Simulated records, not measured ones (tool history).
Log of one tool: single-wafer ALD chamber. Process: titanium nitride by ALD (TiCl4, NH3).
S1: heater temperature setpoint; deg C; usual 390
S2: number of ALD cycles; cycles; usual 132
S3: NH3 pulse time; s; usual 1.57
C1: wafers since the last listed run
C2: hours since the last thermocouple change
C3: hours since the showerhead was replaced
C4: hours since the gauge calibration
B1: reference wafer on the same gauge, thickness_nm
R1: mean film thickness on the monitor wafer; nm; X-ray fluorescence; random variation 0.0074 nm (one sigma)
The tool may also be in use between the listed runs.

run,hour,S1,S2,S3,C1,C2,C3,C4,B1,R1
1,0.0,390,132,1.57,0,1406.7,5307.4,301.7,3.133,2.949
2,12.1,390,132,1.57,30,1418.8,5319.5,313.8,3.129,2.962
3,47.3,390,132,1.57,88,1454.0,5354.7,349.0,3.131,2.958
4,69.9,390,132,1.89,57,1476.6,5377.3,371.6,3.128,2.983
5,102.3,390,132,1.89,81,1509.0,5409.7,404.0,3.131,2.973
6,119.8,390,132,1.89,44,1526.5,5427.2,421.5,3.130,2.980
7,150.8,390,132,1.57,78,1557.5,5458.2,452.5,3.131,2.967
8,168.9,390,132,1.57,45,1575.6,5476.3,470.6,3.132,2.962
9,183.6,390,132,1.57,37,1590.3,5491.0,485.3,3.132,2.962
10,210.6,390,132,1.57,68,1617.3,5518.0,512.3,3.130,2.971
11,236.3,390,116,1.57,64,1643.0,5543.7,538.0,3.132,2.592
# hour 245.7: showerhead replaced
12,263.4,390,116,1.57,48,1670.1,17.7,565.1,3.129,2.619
13,294.6,390,116,1.57,78,1701.3,48.9,596.3,3.130,2.606
14,318.6,403,146,1.34,60,1725.3,72.9,620.3,3.132,3.315
15,331.2,390,132,1.57,31,1737.9,85.5,632.9,3.129,2.981

Run 16 comes next. What will it give?
16,349.9,390,148,1.57,47,1756.6,104.2,651.6,?,?

B1: 3.131
R1: 3.327 nm
Without the tool's hidden state the same run would have given R1 3.327 nm.
